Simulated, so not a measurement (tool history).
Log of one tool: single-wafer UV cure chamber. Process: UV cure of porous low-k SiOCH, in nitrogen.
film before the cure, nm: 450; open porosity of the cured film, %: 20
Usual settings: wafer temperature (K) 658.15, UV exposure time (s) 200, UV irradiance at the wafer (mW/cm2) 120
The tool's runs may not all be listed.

| run | hour | wafer temperature (K) | UV exposure time (s) | UV irradiance at the wafer (mW/cm2) | loss of film thickness in the cure (%) |
|---|---|---|---|---|---|
| 1 | 0 | 658.15 | 200 | 120 | 9.832 |
| 2 | 27.1 | 658.15 | 200 | 120 | 9.899 |
| 3 | 60.3 | 658.15 | 200 | 120 | 9.971 |
| 4 | 86 | 669.15 | 120 | 120 | 8.023 |
| 5 | 108.9 | 669.15 | 120 | 120 | 7.946 |
| 6 | 133.5 | 669.15 | 120 | 120 | 7.953 |
| 7 | 156.5 | 658.15 | 200 | 120 | 9.83 |
| 8 | 181.9 | 658.15 | 200 | 131 | 9.995 |
| 9 | 198.3 | 658.15 | 200 | 131 | 10.239 |
| 10 | 210.9 | 658.15 | 200 | 131 | 10.33 |
|  | 235.2 | quartz window cleaned |
| 11 | 241.4 | 658.15 | 200 | 120 | 9.217 |
| 12 | 261.3 | 658.15 | 200 | 120 | 9.197 |
| 13 | 289.7 | 658.15 | 295 | 120 | 10.842 |
| 14 | 304.8 | 658.15 | 200 | 120 | 9.257 |
| 15 | 339.9 | 658.15 | 200 | 120 | 9.061 |
| 16 | 368.2 | 658.15 | 160 | 120 | 8.26 |
| 17 | 391.7 | 658.15 | 200 | 120 | 9.024 |
|  | 408.6 | quartz window cleaned, repeated, since the last time left the tool worse |
| 18 | 409.1 | 664.15 | 110 | 120 | 7.968 |
| 19 | 426.8 | 658.15 | 200 | 120 | 10.384 |
| 20 | 457.3 | 658.15 | 200 | 120 | 10.159 |
|  | 494.8 | UV bulbs replaced |
| 21 | 495.3 | 676.15 | 285 | 98 | 11.187 |
| 22 | 521.8 | 646.15 | 145 | 88 | 7.453 |
| 23 | 535.6 | 658.15 | 200 | 89 | 9.012 |
| 24 | 569.7 | 669.15 | 140 | 150 | 9.809 |
| 25 | 589.7 | 658.15 | 200 | 120 | 10.117 |
| 26 | 603.4 | 672.15 | 245 | 139 | 11.916 |
| 27 | 624.8 | 658.15 | 200 | 120 | 10.178 |
| 28 | 648.6 | 658.15 | 270 | 83 | 9.856 |
| 29 | 676.3 | 658.15 | 200 | 120 | 10.067 |
| 30 | 717.4 | 658.15 | 275 | 120 | 11.509 |
| 31 | 746.3 | 658.15 | 200 | 120 | 9.858 |
| 32 | 760.3 | 658.15 | 115 | 141 | 8.468 |

Hidden state or all else? Some run-to-run changes of loss of film thickness in the cure (%), split into what the settings, what came in and random variation would give without the hidden state, and what is left for the hidden state (with any gauge scatter that isn't in both results):
The hidden state here: lamp output below its setpoint, %; transmission lost against a clean window, %.
Run 3 -> 4: wafer temperature (K) 658.15 -> 669.15, UV exposure time (s) 200 -> 120. loss of film thickness in the cure (%) -1.948: hidden state +0.006, all else -1.954.
Run 10 -> 11: UV irradiance at the wafer (mW/cm2) 131 -> 120, quartz window cleaned. loss of film thickness in the cure (%) -1.113: hidden state -0.534, all else -0.579.
Run 12 -> 13: UV exposure time (s) 200 -> 295. loss of film thickness in the cure (%) +1.645: hidden state -0.081, all else +1.726.
Run 17 -> 18: wafer temperature (K) 658.15 -> 664.15, UV exposure time (s) 200 -> 110, quartz window cleaned, repeated, since the last time left the tool worse. loss of film thickness in the cure (%) -1.056: hidden state +1.191, all else -2.247.
Run 18 -> 19: wafer temperature (K) 664.15 -> 658.15, UV exposure time (s) 110 -> 200. loss of film thickness in the cure (%) +2.416: hidden state -0.015, all else +2.431.
Run 21 -> 22: wafer temperature (K) 676.15 -> 646.15, UV exposure time (s) 285 -> 145, UV irradiance at the wafer (mW/cm2) 98 -> 88. loss of film thickness in the cure (%) -3.734: hidden state -0.008, all else -3.726.
